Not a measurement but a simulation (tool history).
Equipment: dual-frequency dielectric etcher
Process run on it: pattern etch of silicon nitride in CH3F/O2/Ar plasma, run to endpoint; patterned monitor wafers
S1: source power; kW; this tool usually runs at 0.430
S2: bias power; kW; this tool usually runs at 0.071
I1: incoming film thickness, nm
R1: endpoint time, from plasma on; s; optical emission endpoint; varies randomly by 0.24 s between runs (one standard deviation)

run     day     S1     S2     I1    R1
  1   0.000  0.430  0.071  32.80  48.3
  2   1.633  0.430  0.071  32.79  47.6
  3   2.179  0.430  0.071  32.16  47.2
  4   2.729  0.480  0.071  32.59  47.0
  5   2.988  0.430  0.071  32.81  48.4
  6   3.688  0.500  0.071  32.52  45.9
      4.862  -- wet clean of the chamber
  7   4.883  0.450  0.071  32.70  49.9
  8   4.900  0.430  0.078  32.72  48.2
  9   5.021  0.460  0.085  32.32  46.1
      5.762  -- bias power generator calibrated
      6.079  -- upper electrode replaced
      6.650  -- wet clean of the chamber, repeated, since the last time left the tool worse
 10   6.671  0.480  0.071  32.31  45.1
 11   6.683  0.430  0.071  32.87  47.3
      6.962  -- source power generator calibrated
 12   7.654  0.480  0.063  32.60  47.2
 13   8.321  0.430  0.055  32.44  50.4
 14   8.833  0.520  0.061  32.62  46.3
 15   9.325  0.530  0.077  32.50  43.3
 16   9.962  0.380  0.054  32.82  52.8
 17  10.675  0.330  0.087  32.67  47.0

Below are 4 alternative next runs, each starting from the tool's condition after run 17. Predict each:
  A  10.692  0.430  0.084  32.58   ?
  B  10.692  0.490  0.071  32.58   ?
  C  10.692  0.350  0.085  32.58   ?
  D  10.692  0.350  0.071  32.58   ?

run    R1
  A  44.7
  B  45.6
  C  46.7
  D  49.5
Stripped of hidden state, with their random variation kept, the same runs would have yielded:
run    R1
  A  44.1
  B  45.1
  C  46.2
  D  48.9
